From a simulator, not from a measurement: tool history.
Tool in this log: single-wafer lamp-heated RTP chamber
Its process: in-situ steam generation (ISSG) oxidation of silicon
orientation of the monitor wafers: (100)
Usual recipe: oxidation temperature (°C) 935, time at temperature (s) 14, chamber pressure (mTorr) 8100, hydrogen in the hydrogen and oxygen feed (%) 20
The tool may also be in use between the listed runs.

run    hour  oxidation temperature (°C)  time at temperature (s)  chamber pressure (mTorr)  hydrogen in the hydrogen and oxygen feed (%)  wafers since the last listed run  wafers since the last pyrometer calibration  hours since the pressure gauge was zeroed  hours since the hydrogen flow controller was replaced  hours since the gauge calibration  read-back reference wafer on the same gauge, thickness  oxide thickness on the monitor wafer (angstrom)
  1       0                         935                       14                      8100                                            20                                 0                                         4908                                     1634.6                                                 3943.7                              920.1                                                   3.983                                               40
  2      68                         935                       14                      8100                                            20                               647                                         5556                                     1702.6                                                 4011.7                              988.1                                                   3.984                                            40.04
  3   135.6                         935                       14                      8100                                            28                               643                                         6200                                     1770.2                                                 4079.3                             1055.7                                                   3.986                                            43.77
      183.6  -- pyrometer window cleaned and pyrometer calibrated
  4   195.9                         935                       14                      8100                                            28                               498                                          117                                     1830.5                                                 4139.6                               1116                                                   3.988                                            43.59
  5   236.8                         935                       14                      8100                                            28                               389                                          506                                     1871.4                                                 4180.5                             1156.9                                                    3.99                                             43.8
  6   316.3                         935                       14                      8100                                            20                               757                                         1263                                     1950.9                                                   4260                             1236.4                                                   3.994                                            40.17
  7   388.5                         935                       18                      8100                                            20                               687                                         1951                                     2023.1                                                 4332.2                             1308.6                                                   3.998                                            44.13
      433.7  -- gauge calibrated
  8   495.8                         935                       18                      8100                                            20                              1021                                         2973                                     2130.4                                                 4439.5                               62.1                                                   3.964                                            43.71
  9   534.6                         935                       18                      8100                                            20                               369                                         3342                                     2169.2                                                 4478.3                              100.9                                                   3.965                                            43.86
 10   642.2                         935                       14                      8100                                            20                              1024                                         4367                                     2276.8                                                 4585.9                              208.5                                                   3.967                                            39.88
 11   681.3                         935                       14                      8100                                            27                               372                                         4739                                     2315.9                                                   4625                              247.6                                                   3.967                                               43
 12   722.8                         935                       14                      8100                                            20                               395                                         5135                                     2357.4                                                 4666.5                              289.1                                                   3.966                                            39.91
      813.6  -- hydrogen flow controller replaced
 13     815                         935                        9                      7200                                            25                               801                                         5937                                     2449.6                                                    1.4                              381.3                                                   3.969                                            36.32
      913.1  -- pyrometer window cleaned and pyrometer calibrated
 14   913.6                         935                       14                      7400                                            20                               862                                            4                                     2548.2                                                    100                              479.9                                                   3.969                                             39.9
 15     949                         935                       14                      8100                                            22                               337                                          341                                     2583.6                                                  135.4                              515.3                                                    3.97                                            40.98
 16  1038.3                         918                       14                      7400                                            20                               850                                         1192                                     2672.9                                                  224.7                              604.6                                                   3.973                                            38.49
 17  1097.5                         942                       14                      9300                                            20                               563                                         1756                                     2732.1                                                  283.9                              663.8                                                   3.974                                            40.14
 18  1190.5                         935                       14                      8100                                            20                               885                                         2641                                     2825.1                                                  376.9                              756.8                                                   3.975                                            39.96
     1278.3  -- pressure gauge zeroed
 19  1278.8                         935                       17                      9100                                            20                               764                                         3406                                        0.5                                                  465.2                              845.1                                                   3.977                                            42.52
 20    1461                         935                       14                      8100                                            20                              1735                                         5142                                      182.7                                                  647.4                             1027.3                                                   3.983                                               40
 21  1508.6                         944                       14                      8100                                            23                               453                                         5595                                      230.3                                                    695                             1074.9                                                   3.985                                            42.14
 22  1589.9                         935                       14                      8100                                            28                               774                                         6369                                      311.6                                                  776.3                             1156.2                                                   3.988                                            43.66
 23  1637.8                         951                       14                      8100                                            20                               456                                         6825                                      359.5                                                  824.2                             1204.1                                                   3.991                                            41.79
     1660.2  -- pyrometer window cleaned and pyrometer calibrated
 24  1683.1                         935                       14                      8100                                            20                               355                                          218                                      404.8                                                  869.5                             1249.4                                                   3.993                                            39.93
 25  1729.9                         952                        8                      8100                                            20                               445                                          663                                      451.6                                                  916.3                             1296.2                                                   3.996                                            34.16
 26  1819.3                         935                       14                      7200                                            20                               851                                         1515                                        541                                                 1005.7                             1385.6                                                   3.999                                            40.22
 27  1921.7                         954                       14                      7300                                            20                               975                                         2490                                      643.4                                                 1108.1                               1488                                                   4.004                                            42.19
 28    1981                         935                       14                      8100                                            20                               564                                         3055                                      702.7                                                 1167.4                             1547.3                                                   4.009                                            40.16
 29  2068.6                         945                       14                      8100                                            20                               834                                         3889                                      790.3                                                   1255                             1634.9                                                   4.014                                            41.27
     2143.1  -- gauge calibrated
 30  2145.9                         935                       18                      8100                                            14                               736                                         4625                                      867.6                                                 1332.3                                2.8                                                   3.972                                            40.58
 31  2198.2                         935                        9                      8100                                            20                               498                                         5123                                      919.9                                                 1384.6                               55.1                                                   3.972                                            34.12

A few steps of oxide thickness on the monitor wafer (angstrom) between consecutive runs. Split each: what settings, incoming material and random variation would produce without the hidden state, and what is left over for the hidden state, along with gauge scatter present in only one of the two compared results (measured, and without hidden state):
Hidden state at play: true wafer temperature minus pyrometer reading, K; true pressure minus gauge reading, Torr; deviation of the hydrogen flow from its setpoint, %; gauge reads high (%).
Run 7 -> 8: gauge calibrated. oxide thickness on the monitor wafer (angstrom) -0.42: hidden state -0.35, all else -0.07.
Run 24 -> 25: oxidation temperature (°C) 935 -> 952, time at temperature (s) 14 -> 8. oxide thickness on the monitor wafer (angstrom) -5.77: hidden state -0.01, all else -5.76.
Run 25 -> 26: oxidation temperature (°C) 952 -> 935, time at temperature (s) 8 -> 14, chamber pressure (mTorr) 8100 -> 7200. oxide thickness on the monitor wafer (angstrom) +6.06: hidden state +0.08, all else +5.98.
Run 29 -> 30: oxidation temperature (°C) 945 -> 935, time at temperature (s) 14 -> 18, hydrogen in the hydrogen and oxygen feed (%) 20 -> 14, gauge calibrated. oxide thickness on the monitor wafer (angstrom) -0.69: hidden state -0.42, all else -0.27.
Run 30 -> 31: time at temperature (s) 18 -> 9, hydrogen in the hydrogen and oxygen feed (%) 14 -> 20. oxide thickness on the monitor wafer (angstrom) -6.46: hidden state +0, all else -6.46.
